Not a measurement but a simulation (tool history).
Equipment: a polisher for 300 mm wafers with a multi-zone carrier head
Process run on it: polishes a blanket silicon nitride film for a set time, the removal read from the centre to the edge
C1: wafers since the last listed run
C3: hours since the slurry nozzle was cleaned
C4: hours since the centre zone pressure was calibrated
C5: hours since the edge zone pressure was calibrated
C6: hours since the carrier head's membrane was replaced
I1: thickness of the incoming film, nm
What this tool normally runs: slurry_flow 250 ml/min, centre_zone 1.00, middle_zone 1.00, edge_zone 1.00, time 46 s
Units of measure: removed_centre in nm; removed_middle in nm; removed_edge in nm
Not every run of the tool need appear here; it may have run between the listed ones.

Run 1, day 0.000: usual settings but centre_zone 0.91; C1 0; wafers polished on this pad 590; C3 100.9; C4 743.2; C5 1216.9; C6 1603.1; I1 360.2. Result: removed_centre 41.8 nm, removed_middle 46.6 nm, removed_edge 49.3 nm.
Run 2, day 0.454: usual settings but centre_zone 1.05, edge_zone 1.06; C1 144; wafers polished on this pad 734; C3 111.8; C4 754.1; C5 1227.8; C6 1614.0; I1 361.2. Result: removed_centre 47.7 nm, removed_middle 45.5 nm, removed_edge 49.4 nm.
Run 3, day 1.179: usual settings but centre_zone 1.05, edge_zone 1.06; C1 231; wafers polished on this pad 965; C3 129.2; C4 771.5; C5 1245.2; C6 1631.4; I1 362.3. Result: removed_centre 47.3 nm, removed_middle 46.0 nm, removed_edge 50.2 nm.
Run 4, day 1.592: usual settings but centre_zone 1.05, edge_zone 1.06; C1 131; wafers polished on this pad 1097; C3 139.1; C4 781.4; C5 1255.1; C6 1641.3; I1 362.1. Result: removed_centre 47.3 nm, removed_middle 45.4 nm, removed_edge 50.3 nm.
At day 1.946: worn pad replaced by a new one, of another model than before.
Run 5, day 1.996: usual settings but middle_zone 1.04, edge_zone 1.03; C1 75; wafers polished on this pad 16; C3 148.8; C4 791.1; C5 1264.8; C6 1651.0; I1 355.5. Result: removed_centre 45.8 nm, removed_middle 48.6 nm, removed_edge 49.3 nm.
Run 6, day 2.596: usual settings; C1 191; wafers polished on this pad 207; C3 163.2; C4 805.5; C5 1279.2; C6 1665.4; I1 356.9. Result: removed_centre 45.9 nm, removed_middle 46.8 nm, removed_edge 49.3 nm.
At day 3.033: carrier head's membrane replaced by a new one.
Run 7, day 3.225: usual settings; C1 134; wafers polished on this pad 341; C3 178.3; C4 820.6; C5 1294.3; C6 4.6; I1 362.9. Result: removed_centre 45.9 nm, removed_middle 45.7 nm, removed_edge 48.7 nm.
Run 8, day 3.862: usual settings; C1 203; wafers polished on this pad 544; C3 193.6; C4 835.9; C5 1309.6; C6 19.9; I1 357.7. Result: removed_centre 45.7 nm, removed_middle 45.9 nm, removed_edge 48.6 nm.
Run 9, day 4.546: usual settings; C1 217; wafers polished on this pad 762; C3 210.0; C4 852.3; C5 1326.0; C6 36.3; I1 363.9. Result: removed_centre 45.2 nm, removed_middle 46.8 nm, removed_edge 49.0 nm.
Run 10, day 5.029: usual settings; C1 154; wafers polished on this pad 916; C3 221.6; C4 863.9; C5 1337.6; C6 47.9; I1 356.6. Result: removed_centre 45.6 nm, removed_middle 45.8 nm, removed_edge 48.7 nm.
At day 5.125: edge zone pressure recalibrated.
At day 5.271: centre zone pressure recalibrated.
At day 5.325: worn pad replaced by a new one.
Run 11, day 5.729: usual settings; C1 151; wafers polished on this pad 128; C3 238.4; C4 11.0; C5 14.5; C6 64.7; I1 359.3. Result: removed_centre 45.2 nm, removed_middle 45.9 nm, removed_edge 49.0 nm.
Run 12, day 6.271: usual settings; C1 172; wafers polished on this pad 300; C3 251.4; C4 24.0; C5 27.5; C6 77.7; I1 363.6. Result: removed_centre 45.1 nm, removed_middle 46.0 nm, removed_edge 49.3 nm.
Run 13, day 6.912: usual settings but slurry_flow 180 ml/min, edge_zone 1.09, time 61 s; C1 204; wafers polished on this pad 505; C3 266.8; C4 39.4; C5 42.9; C6 93.1; I1 359.1. Result: removed_centre 57.5 nm, removed_middle 57.9 nm, removed_edge 66.5 nm.
At day 7.650: slurry nozzle cleaned.
Run 14, day 7.671: usual settings; C1 228; wafers polished on this pad 733; C3 0.5; C4 57.6; C5 61.1; C6 111.3; I1 364.7. Result: removed_centre 47.3 nm, removed_middle 48.8 nm, removed_edge 51.3 nm.
Run 15, day 8.300: usual settings but slurry_flow 195 ml/min; C1 200; wafers polished on this pad 934; C3 15.6; C4 72.7; C5 76.2; C6 126.4; I1 353.4. Result: removed_centre 46.3 nm, removed_middle 46.2 nm, removed_edge 49.1 nm.
Run 16, day 8.688: usual settings but middle_zone 0.95, edge_zone 1.11; C1 123; wafers polished on this pad 1057; C3 24.9; C4 82.0; C5 85.5; C6 135.7; I1 361.9. Result: removed_centre 47.4 nm, removed_middle 46.1 nm, removed_edge 52.7 nm.
Run 17, day 9.083: usual settings but slurry_flow 300 ml/min, centre_zone 1.08, middle_zone 1.06; C1 126; wafers polished on this pad 1184; C3 34.4; C4 91.5; C5 95.0; C6 145.2; I1 357.7. Result: removed_centre 52.0 nm, removed_middle 50.8 nm, removed_edge 50.4 nm.
At day 9.267: worn pad replaced by a new one.
Run 18, day 9.629: usual settings but centre_zone 1.06, edge_zone 0.97; C1 120; wafers polished on this pad 115; C3 47.5; C4 104.6; C5 108.1; C6 158.3; I1 360.5. Result: removed_centre 49.9 nm, removed_middle 47.2 nm, removed_edge 48.9 nm.
Run 19, day 9.908: usual settings but slurry_flow 200 ml/min; C1 88; wafers polished on this pad 204; C3 54.2; C4 111.3; C5 114.8; C6 165.0; I1 358.1. Result: removed_centre 45.3 nm, removed_middle 46.4 nm, removed_edge 48.1 nm.
Run 20, day 10.450: usual settings but edge_zone 0.90, time 33 s; C1 172; wafers polished on this pad 376; C3 67.2; C4 124.3; C5 127.8; C6 178.0; I1 364.0. Result: removed_centre 33.7 nm, removed_middle 33.1 nm, removed_edge 34.2 nm.
Run 21, day 11.125: usual settings; C1 215; wafers polished on this pad 592; C3 83.4; C4 140.5; C5 144.0; C6 194.2; I1 361.6. Result: removed_centre 47.0 nm, removed_middle 46.0 nm, removed_edge 49.6 nm.
Run 22, day 11.500: usual settings; C1 119; wafers polished on this pad 711; C3 92.4; C4 149.5; C5 153.0; C6 203.2; I1 359.9. Result: removed_centre 45.9 nm, removed_middle 46.1 nm, removed_edge 49.7 nm.

For some of the steps in removed_centre from one run to the next: how much would appear even if the tool had no hidden state, given the settings, what came in and random variation, and how much remains for the hidden state plus any gauge scatter that the measured result and the result without hidden state don't share?
What the log doesn't record here: removal rate lost through wear of the pad, %; slurry flow missing at the pad, %; deviation of the centre zone's pressure from its setpoint, %; deviation of the edge zone's pressure from its setpoint, %.
Run 12 -> 13: slurry_flow 250 -> 180, edge_zone 1.00 -> 1.09, time 46 -> 61. removed_centre +12.4 nm: hidden state -1.7, all else +14.1.
Run 13 -> 14: slurry_flow 180 -> 250, edge_zone 1.09 -> 1.00, time 61 -> 46, slurry nozzle cleaned. removed_centre -10.2 nm: hidden state +4.1, all else -14.3.
Run 20 -> 21: edge_zone 0.90 -> 1.00, time 33 -> 46. removed_centre +13.3 nm: hidden state -0.6, all else +13.9.
